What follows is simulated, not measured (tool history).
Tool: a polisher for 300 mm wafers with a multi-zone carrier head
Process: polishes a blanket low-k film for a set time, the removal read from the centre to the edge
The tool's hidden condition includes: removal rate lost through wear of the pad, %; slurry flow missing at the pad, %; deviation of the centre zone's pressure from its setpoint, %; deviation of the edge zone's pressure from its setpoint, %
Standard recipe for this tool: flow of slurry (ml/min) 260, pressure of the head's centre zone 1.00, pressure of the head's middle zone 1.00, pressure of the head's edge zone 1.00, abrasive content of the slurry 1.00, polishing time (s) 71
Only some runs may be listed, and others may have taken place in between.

| run | hour | flow of slurry (ml/min) | pressure of the head's centre zone | pressure of the head's middle zone | pressure of the head's edge zone | abrasive content of the slurry | polishing time (s) | wafers since the last listed run | wafers polished on this pad | hours since the slurry nozzle was cleaned | hours since the centre zone pressure was calibrated | hours since the edge zone pressure was calibrated | hours since the carrier head's membrane was replaced | incoming thickness of the incoming film, nm | film removed at the wafer's centre (nm) | film removed at mid-radius (nm) | film removed at the wafer's edge (nm) |
|---|---|---|---|---|---|---|---|---|---|---|---|---|---|---|---|---|---|
| 1 | 0.0 | 230 | 1.00 | 1.00 | 0.92 | 1.00 | 71 | 0 | 2998 | 455.2 | 596.0 | 335.1 | 642.3 | 784.1 | 36.5 | 42.2 | 40.1 |
| 2 | 56.1 | 260 | 1.00 | 1.04 | 1.00 | 0.85 | 71 | 476 | 3474 | 511.3 | 652.1 | 391.2 | 698.4 | 790.4 | 33.1 | 38.9 | 37.3 |
|  | 76.4 | centre zone pressure recalibrated |
| 3 | 126.6 | 175 | 1.00 | 1.00 | 1.00 | 1.00 | 71 | 582 | 4057 | 581.8 | 50.2 | 461.7 | 768.9 | 802.4 | 37.8 | 39.5 | 39.6 |
| 4 | 207.4 | 325 | 1.11 | 1.10 | 1.00 | 1.15 | 71 | 686 | 4744 | 662.6 | 131.0 | 542.5 | 849.7 | 800.5 | 48.1 | 49.9 | 45.1 |
| 5 | 252.3 | 190 | 1.00 | 0.90 | 0.95 | 1.00 | 71 | 381 | 5125 | 707.5 | 175.9 | 587.4 | 894.6 | 778.1 | 36.0 | 36.3 | 38.2 |
|  | 270.5 | carrier head's membrane replaced by a new one |
| 6 | 304.5 | 210 | 1.00 | 0.97 | 1.00 | 1.00 | 71 | 401 | 5526 | 759.7 | 228.1 | 639.6 | 34.0 | 785.1 | 36.4 | 38.7 | 39.3 |
|  | 340.8 | edge zone pressure recalibrated |
|  | 350.3 | slurry nozzle cleaned |
| 7 | 380.1 | 260 | 1.00 | 1.00 | 1.03 | 1.00 | 71 | 617 | 6144 | 29.8 | 303.7 | 39.3 | 109.6 | 792.8 | 36.0 | 40.3 | 40.9 |
|  | 400.5 | worn pad replaced by a new one |
| 8 | 441.1 | 260 | 1.05 | 1.00 | 1.00 | 1.00 | 71 | 484 | 344 | 90.8 | 364.7 | 100.3 | 170.6 | 785.7 | 40.8 | 43.1 | 42.8 |
| 9 | 499.3 | 200 | 1.00 | 0.94 | 1.00 | 1.30 | 71 | 494 | 839 | 149.0 | 422.9 | 158.5 | 228.8 | 802.1 | 42.4 | 45.2 | 47.8 |
| 10 | 536.2 | 190 | 1.00 | 1.08 | 1.00 | 1.00 | 71 | 313 | 1153 | 185.9 | 459.8 | 195.4 | 265.7 | 791.9 | 36.6 | 43.8 | 40.3 |
| 11 | 579.1 | 260 | 1.00 | 1.09 | 1.00 | 1.00 | 71 | 364 | 1517 | 228.8 | 502.7 | 238.3 | 308.6 | 796.7 | 37.9 | 46.3 | 42.3 |
| 12 | 622.2 | 260 | 1.00 | 1.09 | 1.00 | 1.00 | 71 | 366 | 1884 | 271.9 | 545.8 | 281.4 | 351.7 | 795.3 | 38.7 | 45.9 | 42.2 |
| 13 | 863.9 | 260 | 0.88 | 1.00 | 1.00 | 0.70 | 71 | 2054 | 3938 | 513.6 | 787.5 | 523.1 | 593.4 | 775.5 | 24.1 | 31.5 | 31.2 |
|  | 910.4 | centre zone pressure recalibrated |
|  | 997.7 | slurry nozzle cleaned |
|  | 1009.0 | worn pad replaced by a new one |
|  | 1035.9 | edge zone pressure recalibrated |
| 14 | 1174.0 | 260 | 1.00 | 1.07 | 0.91 | 1.00 | 71 | 2559 | 1385 | 176.3 | 263.6 | 138.1 | 903.5 | 779.6 | 39.4 | 45.2 | 40.9 |
| 15 | 1210.9 | 260 | 1.00 | 1.04 | 0.94 | 1.00 | 71 | 313 | 1699 | 213.2 | 300.5 | 175.0 | 940.4 | 793.1 | 39.6 | 44.3 | 40.5 |
|  | 1230.1 | carrier head's membrane replaced by a new one |
| 16 | 1289.7 | 260 | 1.00 | 1.00 | 1.00 | 1.00 | 71 | 627 | 2326 | 292.0 | 379.3 | 253.8 | 59.6 | 786.0 | 39.1 | 42.4 | 42.9 |
| 17 | 1383.6 | 260 | 1.00 | 1.00 | 0.93 | 1.00 | 71 | 798 | 3124 | 385.9 | 473.2 | 347.7 | 153.5 | 774.2 | 38.7 | 42.1 | 40.1 |
| 18 | 1450.4 | 260 | 1.00 | 1.00 | 1.00 | 1.00 | 71 | 567 | 3692 | 452.7 | 540.0 | 414.5 | 220.3 | 802.3 | 37.9 | 42.3 | 41.9 |
| 19 | 1504.7 | 260 | 1.00 | 1.00 | 1.00 | 0.80 | 71 | 461 | 4154 | 507.0 | 594.3 | 468.8 | 274.6 | 802.5 | 31.6 | 35.8 | 34.6 |
| 20 | 1550.3 | 260 | 1.00 | 1.00 | 1.00 | 0.70 | 86 | 387 | 4541 | 552.6 | 639.9 | 514.4 | 320.2 | 786.0 | 34.4 | 37.8 | 37.3 |
| 21 | 1605.3 | 260 | 1.00 | 1.00 | 1.00 | 1.00 | 71 | 467 | 5009 | 607.6 | 694.9 | 569.4 | 375.2 | 791.2 | 36.4 | 41.4 | 40.5 |

Below are 4 alternative next runs, each starting from the tool's condition after run 21. Predict each:
| A | 1605.7 | 260 | 1.00 | 1.00 | 1.00 | 1.00 | 71 | 3 | 5012 | 608.0 | 695.3 | 569.8 | 375.6 | 786.3 | ? | ? | ? |
| B | 1605.7 | 260 | 0.96 | 1.00 | 1.00 | 1.30 | 71 | 3 | 5012 | 608.0 | 695.3 | 569.8 | 375.6 | 786.3 | ? | ? | ? |
| C | 1605.7 | 185 | 0.96 | 1.09 | 1.00 | 1.00 | 71 | 3 | 5012 | 608.0 | 695.3 | 569.8 | 375.6 | 786.3 | ? | ? | ? |
| D | 1605.7 | 290 | 1.09 | 1.00 | 1.00 | 0.90 | 91 | 3 | 5012 | 608.0 | 695.3 | 569.8 | 375.6 | 786.3 | ? | ? | ? |

| run | film removed at the wafer's centre (nm) | film removed at mid-radius (nm) | film removed at the wafer's edge (nm) |
|---|---|---|---|
| A | 36.8 | 41.1 | 40.6 |
| B | 40.8 | 47.5 | 47.0 |
| C | 33.4 | 42.0 | 39.0 |
| D | 48.6 | 49.6 | 48.9 |
Without the tool's hidden state the same runs would have given:
| run | film removed at the wafer's centre (nm) | film removed at mid-radius (nm) | film removed at the wafer's edge (nm) |
|---|---|---|---|
| A | 42.5 | 43.6 | 43.1 |
| B | 47.1 | 50.4 | 49.8 |
| C | 38.5 | 44.5 | 41.4 |
| D | 56.0 | 52.6 | 51.9 |
